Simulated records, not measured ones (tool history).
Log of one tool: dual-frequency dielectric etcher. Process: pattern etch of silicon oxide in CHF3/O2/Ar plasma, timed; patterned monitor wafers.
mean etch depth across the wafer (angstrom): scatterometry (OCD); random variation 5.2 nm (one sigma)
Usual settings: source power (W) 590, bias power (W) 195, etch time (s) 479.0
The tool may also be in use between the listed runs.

| run | hour | source power (W) | bias power (W) | etch time (s) | wafers since the last listed run | hours since the last wet clean | hours since the last source power generator calibration | hours since the last bias power generator calibration | hours since the last upper electrode change | hours since the gauge calibration | read-back reference wafer on the same gauge, depth_nm | mean etch depth across the wafer (angstrom) |
|---|---|---|---|---|---|---|---|---|---|---|---|---|
| 1 | 0.0 | 590 | 195 | 479.0 | 0 | 215.1 | 2381.8 | 2626.5 | 4297.4 | 623.0 | 771.5 | 9303 |
| 2 | 57.9 | 590 | 195 | 479.0 | 215 | 273.0 | 2439.7 | 2684.4 | 4355.3 | 680.9 | 771.5 | 9425 |
| 3 | 144.3 | 590 | 234 | 479.0 | 322 | 359.4 | 2526.1 | 2770.8 | 4441.7 | 767.3 | 772.3 | 9922 |
| 4 | 215.0 | 590 | 195 | 479.0 | 263 | 430.1 | 2596.8 | 2841.5 | 4512.4 | 838.0 | 771.9 | 9463 |
| 5 | 274.7 | 590 | 195 | 512.0 | 222 | 489.8 | 2656.5 | 2901.2 | 4572.1 | 897.7 | 771.5 | 10207 |
|  | 370.2 | wet clean of the chamber |
| 6 | 463.7 | 590 | 195 | 512.5 | 615 | 93.5 | 2845.5 | 3090.2 | 4761.1 | 1086.7 | 771.5 | 9898 |
| 7 | 510.5 | 540 | 195 | 479.0 | 174 | 140.3 | 2892.3 | 3137.0 | 4807.9 | 1133.5 | 771.9 | 8926 |
|  | 532.7 | source power generator calibrated |
| 8 | 559.1 | 590 | 195 | 544.0 | 166 | 188.9 | 26.4 | 3185.6 | 4856.5 | 1182.1 | 771.8 | 10708 |
| 9 | 647.2 | 590 | 195 | 479.0 | 328 | 277.0 | 114.5 | 3273.7 | 4944.6 | 1270.2 | 772.8 | 9457 |
| 10 | 739.4 | 590 | 195 | 479.0 | 343 | 369.2 | 206.7 | 3365.9 | 5036.8 | 1362.4 | 771.1 | 9518 |
| 11 | 807.7 | 590 | 195 | 479.0 | 254 | 437.5 | 275.0 | 3434.2 | 5105.1 | 1430.7 | 772.8 | 9601 |
|  | 897.1 | wet clean of the chamber |
| 12 | 897.6 | 590 | 195 | 479.0 | 245 | 0.5 | 364.9 | 3524.1 | 5195.0 | 1520.6 | 771.9 | 9022 |
| 13 | 934.3 | 510 | 224 | 390.0 | 136 | 37.2 | 401.6 | 3560.8 | 5231.7 | 1557.3 | 771.4 | 7081 |
| 14 | 1018.7 | 590 | 195 | 479.0 | 314 | 121.6 | 486.0 | 3645.2 | 5316.1 | 1641.7 | 772.2 | 9014 |
|  | 1031.6 | gauge calibrated |
|  | 1058.9 | upper electrode replaced |
| 15 | 1087.7 | 730 | 195 | 395.5 | 167 | 190.6 | 555.0 | 3714.2 | 28.8 | 56.1 | 771.7 | 8438 |
|  | 1141.1 | bias power generator calibrated |
| 16 | 1159.9 | 740 | 148 | 602.5 | 254 | 262.8 | 627.2 | 18.8 | 101.0 | 128.3 | 771.7 | 12225 |
| 17 | 1247.5 | 590 | 195 | 479.0 | 326 | 350.4 | 714.8 | 106.4 | 188.6 | 215.9 | 772.6 | 9295 |
| 18 | 1353.1 | 590 | 209 | 389.0 | 393 | 456.0 | 820.4 | 212.0 | 294.2 | 321.5 | 774.1 | 7716 |
|  | 1459.4 | wet clean of the chamber |
| 19 | 1516.1 | 700 | 219 | 548.5 | 518 | 56.7 | 983.4 | 375.0 | 457.2 | 484.5 | 772.4 | 11727 |
| 20 | 1623.6 | 720 | 195 | 479.0 | 400 | 164.2 | 1090.9 | 482.5 | 564.7 | 592.0 | 771.0 | 10207 |

Forecast each of these 4 alternatives for the next run:
| A | 1624.1 | 590 | 195 | 479.0 | 1 | 164.7 | 1091.4 | 483.0 | 565.2 | 592.5 | ? | ? |
| B | 1624.1 | 490 | 172 | 385.0 | 1 | 164.7 | 1091.4 | 483.0 | 565.2 | 592.5 | ? | ? |
| C | 1624.1 | 590 | 230 | 479.0 | 1 | 164.7 | 1091.4 | 483.0 | 565.2 | 592.5 | ? | ? |
| D | 1624.1 | 490 | 175 | 479.0 | 1 | 164.7 | 1091.4 | 483.0 | 565.2 | 592.5 | ? | ? |

| run | read-back reference wafer on the same gauge, depth_nm | mean etch depth across the wafer (angstrom) |
|---|---|---|
| A | 772.7 | 9280 |
| B | 772.7 | 6501 |
| C | 772.7 | 9700 |
| D | 772.7 | 8123 |
Without the tool's hidden state the same runs would have given:
| run | mean etch depth across the wafer (angstrom) |
|---|---|
| A | 9182 |
| B | 6432 |
| C | 9598 |
| D | 8038 |

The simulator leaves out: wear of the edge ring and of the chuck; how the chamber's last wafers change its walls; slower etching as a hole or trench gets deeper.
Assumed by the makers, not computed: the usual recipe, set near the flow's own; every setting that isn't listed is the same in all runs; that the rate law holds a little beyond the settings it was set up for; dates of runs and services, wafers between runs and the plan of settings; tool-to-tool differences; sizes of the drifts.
